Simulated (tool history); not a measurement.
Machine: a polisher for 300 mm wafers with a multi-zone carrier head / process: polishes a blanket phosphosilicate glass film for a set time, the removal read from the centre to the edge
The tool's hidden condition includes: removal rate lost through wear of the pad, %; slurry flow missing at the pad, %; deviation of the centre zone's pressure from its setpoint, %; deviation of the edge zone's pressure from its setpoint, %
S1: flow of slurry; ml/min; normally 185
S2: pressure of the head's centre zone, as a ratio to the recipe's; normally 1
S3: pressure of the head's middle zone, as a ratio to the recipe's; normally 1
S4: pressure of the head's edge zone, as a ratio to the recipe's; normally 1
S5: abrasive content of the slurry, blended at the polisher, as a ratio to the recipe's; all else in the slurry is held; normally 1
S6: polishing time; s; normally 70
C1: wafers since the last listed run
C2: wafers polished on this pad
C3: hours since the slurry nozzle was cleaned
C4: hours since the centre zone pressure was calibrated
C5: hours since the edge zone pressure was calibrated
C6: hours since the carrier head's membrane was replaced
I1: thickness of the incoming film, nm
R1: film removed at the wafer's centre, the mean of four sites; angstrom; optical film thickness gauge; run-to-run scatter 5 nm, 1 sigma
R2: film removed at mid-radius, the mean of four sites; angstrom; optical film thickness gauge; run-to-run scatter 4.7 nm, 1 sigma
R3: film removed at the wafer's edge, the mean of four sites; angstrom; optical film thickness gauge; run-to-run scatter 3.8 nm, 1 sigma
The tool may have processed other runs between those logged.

Run 1, hour 0: usual settings; C1 0; C2 1782; C3 535.1; C4 747.6; C5 725.4; C6 0.5; I1 2681.4. Result: R1 3955 angstrom, R2 3842 angstrom, R3 3963 angstrom.
At hour 20.8: centre zone pressure recalibrated.
Run 2, hour 65.5: usual settings but S5 1.25; C1 683; C2 2466; C3 600.6; C4 44.7; C5 790.9; C6 66; I1 2645.2. Result: R1 4048 angstrom, R2 3963 angstrom, R3 4074 angstrom.
Run 3, hour 100.3: usual settings but S1 250 ml/min, S4 0.91, S6 51 s; C1 374; C2 2841; C3 635.4; C4 79.5; C5 825.7; C6 100.8; I1 2646.1. Result: R1 2943 angstrom, R2 2962 angstrom, R3 2788 angstrom.
Run 4, hour 165: usual settings but S6 88 s; C1 696; C2 3537; C3 700.1; C4 144.2; C5 890.4; C6 165.5; I1 2725.3. Result: R1 4628 angstrom, R2 4600 angstrom, R3 4690 angstrom.
At hour 187.7: slurry nozzle cleaned.
Run 5, hour 223.2: usual settings but S2 0.95, S5 1.3; C1 615; C2 4153; C3 35.5; C4 202.4; C5 948.6; C6 223.7; I1 2686.8. Result: R1 4027 angstrom, R2 4246 angstrom, R3 4186 angstrom.
Run 6, hour 251.4: usual settings but S1 220 ml/min, S2 0.95, S6 79 s; C1 303; C2 4457; C3 63.7; C4 230.6; C5 976.8; C6 251.9; I1 2663.3. Result: R1 4402 angstrom, R2 4605 angstrom, R3 4623 angstrom.
Run 7, hour 277.9: usual settings but S1 220 ml/min, S6 54 s; C1 285; C2 4742; C3 90.2; C4 257.1; C5 1003.3; C6 278.4; I1 2720.2. Result: R1 3184 angstrom, R2 3134 angstrom, R3 3143 angstrom.
Run 8, hour 334.4: usual settings but S5 0.9, S6 92 s; C1 608; C2 5351; C3 146.7; C4 313.6; C5 1059.8; C6 334.9; I1 2736.7. Result: R1 5043 angstrom, R2 5030 angstrom, R3 5045 angstrom.
At hour 353.2: worn pad replaced by a new one.
Run 9, hour 371.5: usual settings but S4 0.94, S5 0.85; C1 356; C2 196; C3 183.8; C4 350.7; C5 1096.9; C6 372; I1 2735.4. Result: R1 4271 angstrom, R2 4194 angstrom, R3 4116 angstrom.
At hour 379.5: edge zone pressure recalibrated.
Run 10, hour 396.6: usual settings but S2 0.95, S3 0.89, S5 1.15, S6 91 s; C1 248; C2 445; C3 208.9; C4 375.8; C5 17.1; C6 397.1; I1 2701.7. Result: R1 5496 angstrom, R2 5247 angstrom, R3 5876 angstrom.
Run 11, hour 449.5: usual settings but S1 245 ml/min, S2 1.12; C1 569; C2 1015; C3 261.8; C4 428.7; C5 70; C6 450; I1 2690.1. Result: R1 5002 angstrom, R2 4317 angstrom, R3 4341 angstrom.
Run 12, hour 497: usual settings but S3 0.96; C1 511; C2 1526; C3 309.3; C4 476.2; C5 117.5; C6 497.5; I1 2666.9. Result: R1 4054 angstrom, R2 3903 angstrom, R3 4081 angstrom.
Run 13, hour 560.3: usual settings but S2 1.11, S4 0.93, S5 1.3, S6 85 s; C1 681; C2 2208; C3 372.6; C4 539.5; C5 180.8; C6 560.8; I1 2721.9. Result: R1 5719 angstrom, R2 5011 angstrom, R3 4996 angstrom.
At hour 567.5: carrier head's membrane replaced by a new one.
Run 14, hour 600.1: usual settings but S4 0.89; C1 374; C2 2583; C3 412.4; C4 579.3; C5 220.6; C6 32.6; I1 2739.5. Result: R1 3911 angstrom, R2 3952 angstrom, R3 3759 angstrom.
Run 15, hour 624.5: usual settings but S2 0.95, S5 1.3; C1 262; C2 2845; C3 436.8; C4 603.7; C5 245; C6 57; I1 2720.5. Result: R1 3928 angstrom, R2 4157 angstrom, R3 4135 angstrom.
Run 16, hour 683.2: usual settings; C1 632; C2 3477; C3 495.5; C4 662.4; C5 303.7; C6 115.7; I1 2688. Result: R1 3772 angstrom, R2 3879 angstrom, R3 3878 angstrom.
Run 17, hour 716.3: usual settings but S1 220 ml/min, S2 0.91; C1 356; C2 3834; C3 528.6; C4 695.5; C5 336.8; C6 148.8; I1 2674.7. Result: R1 3562 angstrom, R2 3918 angstrom, R3 3977 angstrom.
Run 18, hour 769.7: usual settings but S1 145 ml/min, S3 1.08, S5 1.1; C1 575; C2 4409; C3 582; C4 748.9; C5 390.2; C6 202.2; I1 2743.8. Result: R1 3519 angstrom, R2 3887 angstrom, R3 3688 angstrom.
Run 19, hour 794.4: usual settings but S1 215 ml/min, S2 0.96, S3 0.97, S5 1.25; C1 265; C2 4675; C3 606.7; C4 773.6; C5 414.9; C6 226.9; I1 2706. Result: R1 3945 angstrom, R2 4001 angstrom, R3 4097 angstrom.
At hour 825.4: worn pad replaced by a new one.
Run 20, hour 837.3: usual settings but S2 0.95, S5 1.3; C1 418; C2 128; C3 649.6; C4 816.5; C5 457.8; C6 269.8; I1 2682.1. Result: R1 4196 angstrom, R2 4368 angstrom, R3 4441 angstrom.
At hour 841.9: centre zone pressure recalibrated.
Run 21, hour 899.1: usual settings but S3 0.96, S5 1.25; C1 643; C2 772; C3 711.4; C4 57.2; C5 519.6; C6 331.6; I1 2686.6. Result: R1 4185 angstrom, R2 3977 angstrom, R3 4200 angstrom.

Hidden state, per run?
deviation of the centre zone's pressure from its setpoint, %: 0 in every run
deviation of the edge zone's pressure from its setpoint, %: 0 in every run
H1: removal rate lost through wear of the pad, %
H2: slurry flow missing at the pad, %
run    H1    H2
  1  8.68  27.5
  2  10.1  30.3
  3  10.7  31.8
  4  11.4  34.5
  5  11.9  4.76
  6  12.1  5.96
  7  12.2  7.08
  8  12.4  9.48
  9   1.9  11.1
 10  3.51  12.1
 11  6.19  14.4
 12  7.95  16.4
 13   9.6  19.1
 14  10.3  20.7
 15  10.7  21.8
 16  11.4  24.3
 17  11.7  25.7
 18  12.1  27.9
 19  12.2    29
 20  3.19  30.8
 21  6.91  33.4
